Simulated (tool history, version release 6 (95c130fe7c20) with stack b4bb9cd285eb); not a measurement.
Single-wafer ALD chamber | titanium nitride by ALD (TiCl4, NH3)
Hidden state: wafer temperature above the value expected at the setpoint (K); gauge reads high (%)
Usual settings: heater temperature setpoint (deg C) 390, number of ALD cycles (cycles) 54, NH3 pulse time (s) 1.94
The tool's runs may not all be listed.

| run | day | heater temperature setpoint (deg C) | number of ALD cycles (cycles) | NH3 pulse time (s) | wafers since the last listed run | hours since the last thermocouple change | hours since the showerhead was replaced | hours since the gauge calibration | read-back reference wafer on the same gauge, thickness_nm | mean film thickness on the monitor wafer (Å) |
|---|---|---|---|---|---|---|---|---|---|---|
| 1 | 0.000 | 390 | 54 | 1.72 | 0 | 1710.2 | 6502.3 | 449.3 | 1.193 | 11.38 |
| 2 | 1.229 | 390 | 54 | 1.94 | 191 | 1739.7 | 6531.8 | 478.8 | 1.193 | 11.52 |
| 3 | 2.667 | 390 | 54 | 1.94 | 223 | 1774.2 | 6566.3 | 513.3 | 1.192 | 11.51 |
| 4 | 3.446 | 390 | 54 | 1.94 | 121 | 1792.9 | 6585.0 | 532.0 | 1.192 | 11.48 |
| 5 | 4.292 | 390 | 54 | 1.94 | 131 | 1813.2 | 6605.3 | 552.3 | 1.190 | 11.46 |
| 6 | 5.146 | 390 | 54 | 1.94 | 132 | 1833.7 | 6625.8 | 572.8 | 1.190 | 11.44 |
|  | 5.808 | showerhead replaced |
| 7 | 6.238 | 383 | 54 | 1.60 | 118 | 1859.9 | 10.3 | 599.0 | 1.189 | 11.17 |
| 8 | 6.908 | 390 | 54 | 2.29 | 104 | 1876.0 | 26.4 | 615.1 | 1.188 | 11.57 |
| 9 | 7.658 | 390 | 54 | 1.94 | 116 | 1894.0 | 44.4 | 633.1 | 1.187 | 11.44 |
| 10 | 8.433 | 390 | 54 | 1.94 | 120 | 1912.6 | 63.0 | 651.7 | 1.186 | 11.45 |
|  | 8.662 | gauge calibrated |
| 11 | 9.892 | 390 | 54 | 1.94 | 226 | 1947.6 | 98.0 | 29.5 | 1.199 | 11.55 |
| 12 | 10.546 | 390 | 54 | 1.50 | 101 | 1963.3 | 113.7 | 45.2 | 1.199 | 11.29 |
| 13 | 11.612 | 390 | 62 | 1.94 | 166 | 1988.9 | 139.3 | 70.8 | 1.199 | 13.29 |
| 14 | 12.533 | 390 | 54 | 1.94 | 143 | 2011.0 | 161.4 | 92.9 | 1.199 | 11.57 |
| 15 | 13.742 | 390 | 54 | 1.94 | 188 | 2040.0 | 190.4 | 121.9 | 1.199 | 11.55 |
| 16 | 14.767 | 390 | 54 | 1.94 | 159 | 2064.6 | 215.0 | 146.5 | 1.198 | 11.54 |
|  | 15.608 | thermocouple changed; heater temperature recalibrated |
| 17 | 15.629 | 397 | 54 | 1.94 | 82 | 0.5 | 235.7 | 167.2 | 1.199 | 11.64 |
| 18 | 16.650 | 390 | 61 | 1.94 | 158 | 25.0 | 260.2 | 191.7 | 1.198 | 12.99 |
| 19 | 17.300 | 390 | 51 | 1.94 | 101 | 40.6 | 275.8 | 207.3 | 1.198 | 10.92 |
| 20 | 17.975 | 390 | 54 | 1.94 | 105 | 56.8 | 292.0 | 223.5 | 1.198 | 11.56 |
| 21 | 18.808 | 390 | 54 | 1.94 | 129 | 76.8 | 312.0 | 243.5 | 1.198 | 11.54 |
| 22 | 20.029 | 401 | 47 | 1.22 | 190 | 106.1 | 341.3 | 272.8 | 1.197 | 9.60 |
| 23 | 21.158 | 390 | 54 | 1.94 | 175 | 133.2 | 368.4 | 299.9 | 1.197 | 11.50 |
| 24 | 21.692 | 390 | 54 | 1.94 | 83 | 146.0 | 381.2 | 312.7 | 1.196 | 11.54 |
| 25 | 22.512 | 390 | 54 | 1.94 | 127 | 165.7 | 400.9 | 332.4 | 1.196 | 11.56 |
| 26 | 23.792 | 390 | 54 | 1.94 | 199 | 196.4 | 431.6 | 363.1 | 1.195 | 11.48 |
| 27 | 24.842 | 376 | 45 | 2.37 | 163 | 221.6 | 456.8 | 388.3 | 1.194 | 9.66 |
| 28 | 25.508 | 405 | 45 | 2.21 | 103 | 237.6 | 472.8 | 404.3 | 1.194 | 9.73 |
| 29 | 26.346 | 390 | 54 | 1.45 | 130 | 257.7 | 492.9 | 424.4 | 1.193 | 11.20 |
| 30 | 27.179 | 390 | 54 | 2.30 | 129 | 277.7 | 512.9 | 444.4 | 1.193 | 11.69 |
| 31 | 27.825 | 390 | 54 | 2.37 | 100 | 293.2 | 528.4 | 459.9 | 1.193 | 11.65 |
| 32 | 28.338 | 390 | 44 | 2.14 | 79 | 305.5 | 540.7 | 472.2 | 1.192 | 9.44 |
| 33 | 28.854 | 390 | 54 | 1.94 | 80 | 317.9 | 553.1 | 484.6 | 1.192 | 11.45 |
| 34 | 30.238 | 390 | 57 | 1.94 | 215 | 351.1 | 586.3 | 517.8 | 1.190 | 12.09 |
| 35 | 31.562 | 380 | 54 | 1.22 | 206 | 382.9 | 618.1 | 549.6 | 1.189 | 10.54 |
| 36 | 32.138 | 390 | 54 | 1.94 | 89 | 396.7 | 631.9 | 563.4 | 1.189 | 11.48 |
| 37 | 33.346 | 390 | 54 | 1.94 | 188 | 425.7 | 660.9 | 592.4 | 1.187 | 11.44 |

The next listed run, before its measurement:
| 38 | 33.883 | 390 | 49 | 1.94 | 83 | 438.6 | 673.8 | 605.3 | ? | ? |

{"run 38": {"read-back reference wafer on the same gauge, thickness_nm": 1.187, "mean film thickness on the monitor wafer (Å)": 10.38}}
Without the tool's hidden state the same run would have given mean film thickness on the monitor wafer (Å) 10.50.
